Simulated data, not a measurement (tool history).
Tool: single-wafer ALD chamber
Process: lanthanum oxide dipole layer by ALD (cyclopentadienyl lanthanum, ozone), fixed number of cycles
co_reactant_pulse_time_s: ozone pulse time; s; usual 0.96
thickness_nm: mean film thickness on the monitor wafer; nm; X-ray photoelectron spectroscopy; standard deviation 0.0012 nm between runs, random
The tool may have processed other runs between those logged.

| run | hour | co_reactant_pulse_time_s | read-back reference wafer on the same gauge, thickness_nm | thickness_nm |
|---|---|---|---|---|
| 1 | 0.0 | 0.77 | 0.535 | 0.416 |
| 2 | 17.3 | 0.77 | 0.535 | 0.416 |
| 3 | 26.0 | 0.96 | 0.535 | 0.488 |
| 4 | 42.8 | 0.96 | 0.535 | 0.486 |
| 5 | 50.2 | 0.96 | 0.535 | 0.488 |
| 6 | 59.0 | 0.96 | 0.535 | 0.489 |
| 7 | 65.9 | 0.96 | 0.535 | 0.488 |
| 8 | 79.5 | 0.96 | 0.535 | 0.486 |
| 9 | 89.5 | 0.96 | 0.535 | 0.488 |
|  | 107.5 | thermocouple changed; heater temperature recalibrated |
|  | 114.1 | showerhead replaced |
| 10 | 114.6 | 0.96 | 0.535 | 0.489 |
| 11 | 118.8 | 0.96 | 0.535 | 0.487 |
| 12 | 157.3 | 0.96 | 0.535 | 0.488 |
| 13 | 171.1 | 1.15 | 0.535 | 0.525 |

Run 14 is up next; what results do you expect?
| 14 | 179.5 | 0.96 | ? | ? |

read-back reference wafer on the same gauge, thickness_nm: 0.535
thickness_nm: 0.490 nm
On a tool with no hidden condition, and with the same random variation, this run would have come out at thickness_nm 0.490 nm.
